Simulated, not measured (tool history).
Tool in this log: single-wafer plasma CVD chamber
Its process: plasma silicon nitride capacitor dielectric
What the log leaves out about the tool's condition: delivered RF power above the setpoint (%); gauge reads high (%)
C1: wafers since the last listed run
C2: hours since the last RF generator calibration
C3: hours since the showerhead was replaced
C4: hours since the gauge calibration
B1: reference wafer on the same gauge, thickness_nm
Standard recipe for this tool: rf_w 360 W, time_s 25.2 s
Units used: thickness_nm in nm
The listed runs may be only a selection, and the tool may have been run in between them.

Run 1, hour 0.0: usual settings; C1 0; C2 1733.2; C3 8589.3; C4 114.5; B1 37.409. Result: thickness_nm 31.146 nm.
Run 2, hour 16.5: usual settings; C1 306; C2 1749.7; C3 8605.8; C4 131.0; B1 37.405. Result: thickness_nm 31.253 nm.
Run 3, hour 30.7: usual settings; C1 263; C2 1763.9; C3 8620.0; C4 145.2; B1 37.408. Result: thickness_nm 31.223 nm.
Run 4, hour 45.7: usual settings but time_s 26.5 s; C1 278; C2 1778.9; C3 8635.0; C4 160.2; B1 37.398. Result: thickness_nm 32.728 nm.
Run 5, hour 58.8: usual settings but time_s 26.5 s; C1 243; C2 1792.0; C3 8648.1; C4 173.3; B1 37.392. Result: thickness_nm 32.741 nm.
Run 6, hour 73.1: usual settings but time_s 26.5 s; C1 265; C2 1806.3; C3 8662.4; C4 187.6; B1 37.408. Result: thickness_nm 32.777 nm.
Run 7, hour 82.3: usual settings; C1 170; C2 1815.5; C3 8671.6; C4 196.8; B1 37.392. Result: thickness_nm 31.167 nm.
Run 8, hour 92.0: usual settings; C1 180; C2 1825.2; C3 8681.3; C4 206.5; B1 37.400. Result: thickness_nm 31.081 nm.
Run 9, hour 104.6: usual settings; C1 234; C2 1837.8; C3 8693.9; C4 219.1; B1 37.418. Result: thickness_nm 31.099 nm.
Run 10, hour 118.1: usual settings but rf_w 305 W; C1 250; C2 1851.3; C3 8707.4; C4 232.6; B1 37.400. Result: thickness_nm 29.367 nm.
Run 11, hour 135.4: usual settings but rf_w 305 W; C1 321; C2 1868.6; C3 8724.7; C4 249.9; B1 37.403. Result: thickness_nm 29.379 nm.
Run 12, hour 143.3: usual settings but rf_w 305 W; C1 146; C2 1876.5; C3 8732.6; C4 257.8; B1 37.398. Result: thickness_nm 29.346 nm.
Run 13, hour 158.5: usual settings but rf_w 375 W, time_s 28.8 s; C1 282; C2 1891.7; C3 8747.8; C4 273.0; B1 37.391. Result: thickness_nm 35.945 nm.
At hour 171.1: RF generator calibrated.
Run 14, hour 171.6: usual settings but rf_w 375 W, time_s 28.8 s; C1 94; C2 0.5; C3 8760.9; C4 286.1; B1 37.408. Result: thickness_nm 36.984 nm.
Run 15, hour 177.5: usual settings but rf_w 375 W, time_s 28.8 s; C1 109; C2 6.4; C3 8766.8; C4 292.0; B1 37.426. Result: thickness_nm 36.954 nm.
Run 16, hour 183.9: usual settings but rf_w 395 W, time_s 27.6 s; C1 118; C2 12.8; C3 8773.2; C4 298.4; B1 37.392. Result: thickness_nm 35.913 nm.
Run 17, hour 197.8: usual settings; C1 258; C2 26.7; C3 8787.1; C4 312.3; B1 37.388. Result: thickness_nm 31.865 nm.
Run 18, hour 207.4: usual settings but rf_w 295 W, time_s 21.9 s; C1 178; C2 36.3; C3 8796.7; C4 321.9; B1 37.387. Result: thickness_nm 25.820 nm.
Run 19, hour 217.4: usual settings but rf_w 295 W, time_s 27.4 s; C1 185; C2 46.3; C3 8806.7; C4 331.9; B1 37.393. Result: thickness_nm 32.254 nm.
Run 20, hour 232.7: usual settings but time_s 21.4 s; C1 284; C2 61.6; C3 8822.0; C4 347.2; B1 37.394. Result: thickness_nm 27.040 nm.
Run 21, hour 248.5: usual settings but rf_w 300 W, time_s 27.3 s; C1 293; C2 77.4; C3 8837.8; C4 363.0; B1 37.398. Result: thickness_nm 32.436 nm.
Run 22, hour 255.1: usual settings but rf_w 410 W, time_s 21.4 s; C1 122; C2 84.0; C3 8844.4; C4 369.6; B1 37.401. Result: thickness_nm 28.258 nm.
At hour 264.4: gauge calibrated.
At hour 271.3: showerhead replaced.
Run 23, hour 271.8: usual settings but rf_w 325 W, time_s 20.5 s; C1 161; C2 100.7; C3 0.5; C4 7.4; B1 37.425. Result: thickness_nm 25.008 nm.
Run 24, hour 286.1: usual settings but rf_w 410 W; C1 265; C2 115.0; C3 14.8; C4 21.7; B1 37.393. Result: thickness_nm 33.268 nm.
Run 25, hour 299.7: usual settings; C1 252; C2 128.6; C3 28.4; C4 35.3; B1 37.397. Result: thickness_nm 31.948 nm.
Run 26, hour 312.2: usual settings; C1 232; C2 141.1; C3 40.9; C4 47.8; B1 37.397. Result: thickness_nm 31.876 nm.
Run 27, hour 322.4: usual settings but time_s 28.5 s; C1 189; C2 151.3; C3 51.1; C4 58.0; B1 37.402. Result: thickness_nm 35.996 nm.
Run 28, hour 329.3: usual settings but rf_w 330 W, time_s 29.0 s; C1 128; C2 158.2; C3 58.0; C4 64.9; B1 37.396. Result: thickness_nm 35.587 nm.
Run 29, hour 338.0: usual settings but time_s 27.6 s; C1 161; C2 166.9; C3 66.7; C4 73.6; B1 37.380. Result: thickness_nm 34.840 nm.
Run 30, hour 346.5: usual settings; C1 157; C2 175.4; C3 75.2; C4 82.1; B1 37.412. Result: thickness_nm 31.868 nm.

A few steps of thickness_nm between consecutive runs. Split each: what settings, incoming material and random variation would produce without the hidden state, and what is left over for the hidden state, along with gauge scatter present in only one of the two compared results (measured, and without hidden state):
Run 3 -> 4: time_s 25.2 -> 26.5. thickness_nm +1.505 nm: hidden state -0.048, all else +1.553.
Run 12 -> 13: rf_w 305 -> 375, time_s 25.2 -> 28.8. thickness_nm +6.599 nm: hidden state -0.190, all else +6.789.
Run 13 -> 14: RF generator calibrated. thickness_nm +1.039 nm: hidden state +0.929, all else +0.110.
Run 18 -> 19: time_s 21.9 -> 27.4. thickness_nm +6.434 nm: hidden state -0.007, all else +6.441.
Run 23 -> 24: rf_w 325 -> 410, time_s 20.5 -> 25.2. thickness_nm +8.260 nm: hidden state -0.009, all else +8.269.
